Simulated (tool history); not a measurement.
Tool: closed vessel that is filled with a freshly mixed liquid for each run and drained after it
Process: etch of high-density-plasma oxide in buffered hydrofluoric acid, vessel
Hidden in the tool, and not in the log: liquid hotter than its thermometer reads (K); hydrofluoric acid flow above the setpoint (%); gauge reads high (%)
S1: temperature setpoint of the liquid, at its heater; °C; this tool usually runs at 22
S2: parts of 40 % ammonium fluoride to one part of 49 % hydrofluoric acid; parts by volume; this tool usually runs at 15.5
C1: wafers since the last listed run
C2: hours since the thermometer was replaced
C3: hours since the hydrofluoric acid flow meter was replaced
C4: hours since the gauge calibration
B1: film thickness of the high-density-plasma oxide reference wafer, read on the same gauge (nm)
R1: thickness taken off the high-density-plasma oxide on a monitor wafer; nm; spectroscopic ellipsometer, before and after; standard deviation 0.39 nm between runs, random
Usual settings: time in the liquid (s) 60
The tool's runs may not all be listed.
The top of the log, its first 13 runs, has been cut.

Run 14, hour 278.5: usual settings; C1 1948; C2 2504.6; C3 2273.1; C4 522.3; B1 69.99. Result: R1 53.15 nm.
At hour 282.3: hydrofluoric acid flow meter replaced.
Run 15, hour 309.5: usual settings; C1 3500; C2 2535.6; C3 27.2; C4 553.3; B1 70.02. Result: R1 54.73 nm.
Run 16, hour 323.1: usual settings but S2 12 parts by volume; C1 1586; C2 2549.2; C3 40.8; C4 566.9; B1 70.02. Result: R1 69.47 nm.
Run 17, hour 342.6: usual settings but time in the liquid (s) 85; C1 2275; C2 2568.7; C3 60.3; C4 586.4; B1 70. Result: R1 77.03 nm.
Run 18, hour 367.7: usual settings but S2 11 parts by volume, time in the liquid (s) 90; C1 2928; C2 2593.8; C3 85.4; C4 611.5; B1 69.98. Result: R1 112.89 nm.
At hour 374.5: thermometer replaced.
Run 19, hour 384.7: usual settings but S1 24 °C; C1 1866; C2 10.2; C3 102.4; C4 628.5; B1 70. Result: R1 53.43 nm.
Run 20, hour 416.2: usual settings but S2 18.5 parts by volume, time in the liquid (s) 30; C1 3675; C2 41.7; C3 133.9; C4 660; B1 69.98. Result: R1 19.66 nm.
Run 21, hour 437.3: usual settings but S1 23.5 °C, S2 12.5 parts by volume, time in the liquid (s) 40; C1 2462; C2 62.8; C3 155; C4 681.1; B1 70. Result: R1 42.26 nm.
Run 22, hour 468.3: usual settings but S2 13.5 parts by volume, time in the liquid (s) 45; C1 3617; C2 93.8; C3 186; C4 712.1; B1 69.99. Result: R1 41.19 nm.
Run 23, hour 497.5: usual settings but S1 23.5 °C, S2 13 parts by volume, time in the liquid (s) 70; C1 3407; C2 123; C3 215.2; C4 741.3; B1 70. Result: R1 71.84 nm.
At hour 527.5: gauge calibrated.
Run 24, hour 532.3: usual settings but S1 25 °C, S2 11.5 parts by volume, time in the liquid (s) 70; C1 4060; C2 157.8; C3 250; C4 4.8; B1 69.99. Result: R1 87.21 nm.
Run 25, hour 550.1: usual settings but S1 18.5 °C; C1 2076; C2 175.6; C3 267.8; C4 22.6; B1 70. Result: R1 39.43 nm.

The next listed run, before its measurement:
Run 26, hour 566: usual settings but S1 19 °C, S2 17.5 parts by volume, time in the liquid (s) 90; C1 1855; C2 191.5; C3 283.7; C4 38.5; B1 ?. Result: R1 ?.

B1: 70
R1: 54.16 nm
Minus the tool's unlogged condition, the same run would have read R1 53.28 nm.

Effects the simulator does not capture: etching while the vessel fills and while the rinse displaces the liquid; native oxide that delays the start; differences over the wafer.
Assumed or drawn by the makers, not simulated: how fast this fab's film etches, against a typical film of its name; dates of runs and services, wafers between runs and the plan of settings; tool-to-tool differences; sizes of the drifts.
